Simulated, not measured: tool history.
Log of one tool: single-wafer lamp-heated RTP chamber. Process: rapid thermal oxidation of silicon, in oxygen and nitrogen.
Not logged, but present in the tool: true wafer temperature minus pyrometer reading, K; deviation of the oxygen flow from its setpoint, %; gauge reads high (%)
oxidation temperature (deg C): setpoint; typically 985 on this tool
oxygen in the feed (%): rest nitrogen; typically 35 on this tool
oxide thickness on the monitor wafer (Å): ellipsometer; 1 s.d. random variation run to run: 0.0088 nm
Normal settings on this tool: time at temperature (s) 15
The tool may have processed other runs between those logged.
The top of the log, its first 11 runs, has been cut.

run   hour  oxidation temperature (deg C)  time at temperature (s)  oxygen in the feed (%)  wafers since the last listed run  wafers since the last pyrometer calibration  hours since the oxygen flow controller was replaced  hours since the gauge calibration  read-back reference wafer on the same gauge, thickness  oxide thickness on the monitor wafer (Å)
 12  142.1                            985                       15                      35                               240                                         3663                                               3074.4                              142.1                                                    2.64                                     27.39
 13  148.6                            985                       15                      35                                93                                         3756                                               3080.9                              148.6                                                   2.641                                     27.22
 14  161.8                            985                       15                      35                               190                                         3946                                               3094.1                              161.8                                                   2.639                                     27.23
       180  -- oxygen flow controller replaced
 15  205.3                            985                       15                      35                               511                                         4458                                                 25.3                              205.3                                                    2.64                                     27.16
     222.6  -- pyrometer window cleaned and pyrometer calibrated
 16  223.1                            985                       15                      35                               141                                            7                                                 43.1                              223.1                                                   2.642                                     27.24
 17  232.3                            985                       15                      35                               132                                          139                                                 52.3                              232.3                                                    2.64                                     27.14
 18  240.2                            985                       15                      44                               113                                          253                                                 60.2                              240.2                                                   2.639                                      28.1
 19  253.3                            972                       18                      35                               188                                          441                                                 73.3                              253.3                                                    2.64                                     27.03
 20    260                           1014                       17                      17                                96                                          538                                                   80                                260                                                    2.64                                     27.81
 21  267.1                           1003                       10                      23                               102                                          640                                                 87.1                              267.1                                                   2.639                                        25
     271.2  -- gauge calibrated
 22  274.2                            955                        8                      35                               102                                          742                                                 94.2                                  3                                                   2.641                                     22.58
 23  281.4                            985                       11                      35                               103                                          846                                                101.4                               10.2                                                    2.64                                      25.7
 24  294.7                            985                       17                      63                               191                                         1038                                                114.7                               23.5                                                   2.639                                     31.36
 25    306                            985                       15                      35                               162                                         1200                                                  126                               34.8                                                    2.64                                     26.99
 26  317.8                            985                       15                      35                               169                                         1370                                                137.8                               46.6                                                   2.639                                     27.24
 27  334.3                            985                       11                      35                               237                                         1608                                                154.3                               63.1                                                    2.64                                     25.48
 28  345.8                           1000                       15                      48                               165                                         1773                                                165.8                               74.6                                                   2.641                                     30.55
 29  359.4                           1003                       10                      23                               195                                         1969                                                179.4                               88.2                                                   2.639                                     25.03
 30  372.6                           1010                       15                      60                               190                                         2159                                                192.6                              101.4                                                   2.638                                     33.91
 31  401.2                            985                       15                      35                               411                                         2571                                                221.2                                130                                                    2.64                                     27.12
 32  413.4                            985                       12                      43                               175                                         2747                                                233.4                              142.2                                                   2.639                                     26.76
 33  426.8                           1009                       15                      35                               192                                         2940                                                246.8                              155.6                                                    2.64                                     29.86
 34  441.2                            985                       12                      17                               207                                         3147                                                261.2                                170                                                   2.642                                     23.95
 35  448.8                           1010                       15                      55                               109                                         3257                                                268.8                              177.6                                                   2.639                                     33.15
 36  458.5                            985                       17                      35                               139                                         3396                                                278.5                              187.3                                                   2.639                                     27.92

3 ways to go on from here, each from the tool as it stands after run 36. What would each give?
  A  458.9                            985                       15                      35                                 5                                         3402                                                278.9                              187.7                                                       ?                                         ?
  B  458.9                            977                       15                      26                                 5                                         3402                                                278.9                              187.7                                                       ?                                         ?
  C  458.9                            985                       20                      17                                 5                                         3402                                                278.9                              187.7                                                       ?                                         ?

run  read-back reference wafer on the same gauge, thickness  oxide thickness on the monitor wafer (Å)
  A                                                    2.64                                     27.13
  B                                                    2.64                                     25.45
  C                                                    2.64                                     26.13
Take away the tool's hidden state, keep each run's random variation, and the runs would have read:
run  oxide thickness on the monitor wafer (Å)
  A                                     27.13
  B                                     25.45
  C                                     26.13
